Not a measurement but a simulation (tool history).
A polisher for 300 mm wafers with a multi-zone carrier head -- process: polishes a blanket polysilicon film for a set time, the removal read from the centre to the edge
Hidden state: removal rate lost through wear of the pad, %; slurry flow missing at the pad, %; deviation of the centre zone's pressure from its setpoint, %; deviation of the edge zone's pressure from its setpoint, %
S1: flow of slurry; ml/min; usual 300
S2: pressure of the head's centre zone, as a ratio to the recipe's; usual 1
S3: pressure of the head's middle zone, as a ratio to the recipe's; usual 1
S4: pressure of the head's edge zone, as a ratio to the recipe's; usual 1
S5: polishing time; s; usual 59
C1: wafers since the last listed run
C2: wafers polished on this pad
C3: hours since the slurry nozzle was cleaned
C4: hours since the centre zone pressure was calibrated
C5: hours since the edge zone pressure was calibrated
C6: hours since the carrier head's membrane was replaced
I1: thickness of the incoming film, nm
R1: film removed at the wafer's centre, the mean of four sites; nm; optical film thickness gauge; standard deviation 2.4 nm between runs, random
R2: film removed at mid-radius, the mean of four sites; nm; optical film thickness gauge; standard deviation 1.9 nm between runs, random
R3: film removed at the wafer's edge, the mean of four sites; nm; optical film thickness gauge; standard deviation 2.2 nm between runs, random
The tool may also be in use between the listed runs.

run   hour   S1    S2    S3    S4  S5   C1    C2     C3     C4     C5      C6      I1     R1     R2     R3
  1      0  300     1     1     1  59    0   614  167.2    580   17.3   926.9  2143.8  258.8  262.6  251.6
  2   30.7  300     1     1  1.06  59  244   859  197.9  610.7     48   957.6  2111.1  251.2  260.8  258.5
  3   49.8  300     1     1     1  59  152  1011    217  629.8   67.1   976.7  2125.9  252.2  259.5  249.2
  4   64.9  300     1     1     1  59  120  1131  232.1  644.9   82.2   991.8  2173.7  251.7  255.9  252.8
      82.8  -- worn pad replaced by a new one
  5   83.5  300     1   0.9  1.09  59  116     5  250.7  663.5  100.8  1010.4  2114.7  276.8  266.2  290.2
  6  111.4  300     1     1  1.05  76  222   227  278.6  691.4  128.7  1038.3  2093.2  341.4  353.4  354.5
     128.9  -- centre zone pressure recalibrated
  7  142.9  300     1     1     1  59  234   462  310.1     14  160.2  1069.8  2150.2  260.8  267.1  260.5
  8  155.4  300     1     1     1  59   99   561  322.6   26.5  172.7  1082.3  2129.3  253.9  264.9  256.1
  9    189  300     1     1     1  59  267   829  356.2   60.1  206.3  1115.9  2133.5  254.8  260.1  251.8
 10  216.1  300     1     1     1  59  215  1045  383.3   87.2  233.4    1143  2147.8  248.8  259.4  247.3
     219.9  -- slurry nozzle cleaned
     233.2  -- carrier head's membrane replaced by a new one
       245  -- worn pad replaced by a new one
 11  245.4  300     1     1     1  59  153     3   25.5  116.5  262.7    12.2  2131.5  285.1  287.9  280.2
 12  267.8  300     1  1.04     1  49  178   181   47.9  138.9  285.1    34.6  2099.8  227.1  241.2    221
 13  302.9  300     1  0.95     1  59  279   461     83    174  320.2    69.7    2119  259.2  257.6  260.4
 14  318.2  300     1     1     1  59  121   582   98.3  189.3  335.5      85  2133.1    260  265.2  259.3
 15  335.1  265     1     1     1  59  134   717  115.2  206.2  352.4   101.9  2109.8  249.1  258.9  249.8
 16  369.6  300     1     1     1  59  274   992  149.7  240.7  386.9   136.4  2142.2    253  259.2  251.8
     390.3  -- worn pad replaced by a new one
 17  391.6  300     1  1.09  1.08  59  143    10  171.7  262.7  408.9   158.4  2154.3  283.7  313.7  291.4
 18  421.4  300  0.95  1.03     1  54  237   247  201.5  292.5  438.7   188.2  2115.4  240.3  259.7  242.9
 19  441.5  300     1  0.93     1  45  160   407  221.6  312.6  458.8   208.3  2153.6    198  194.5  201.1
 20  456.2  380     1  1.08     1  67  117   524  236.3  327.3  473.5     223  2108.2  302.4    336  297.5
 21  475.5  300   1.1  0.93   1.1  42  153   678  255.6  346.6  492.8   242.3  2096.8  192.7  178.2  194.6

5 options for the next run, each taken on its own from the tool as it stands now. Forecast them:
  A  475.9  300     1     1     1  59   3  681  256  347  493.2  242.7  2170.3   ?   ?   ?
  B  475.9  200     1  1.07     1  59   3  681  256  347  493.2  242.7  2170.3   ?   ?   ?
  C  475.9  300  1.03     1     1  65   3  681  256  347  493.2  242.7  2170.3   ?   ?   ?
  D  475.9  265     1     1     1  43   3  681  256  347  493.2  242.7  2170.3   ?   ?   ?
  E  475.9  200     1  0.93  0.95  40   3  681  256  347  493.2  242.7  2170.3   ?   ?   ?

run     R1     R2     R3
  A  259.4    266  256.5
  B  243.9  266.3  245.6
  C  290.5    293  282.6
  D  186.1  191.1  184.9
  E  165.2  160.4  162.8
Stripped of hidden state, with their random variation kept, the same runs would have yielded:
run     R1     R2     R3
  A    289  296.3  285.7
  B  271.7  296.6  273.6
  C  323.6  326.4  314.7
  D  207.3  212.8    206
  E    184  178.7  181.3

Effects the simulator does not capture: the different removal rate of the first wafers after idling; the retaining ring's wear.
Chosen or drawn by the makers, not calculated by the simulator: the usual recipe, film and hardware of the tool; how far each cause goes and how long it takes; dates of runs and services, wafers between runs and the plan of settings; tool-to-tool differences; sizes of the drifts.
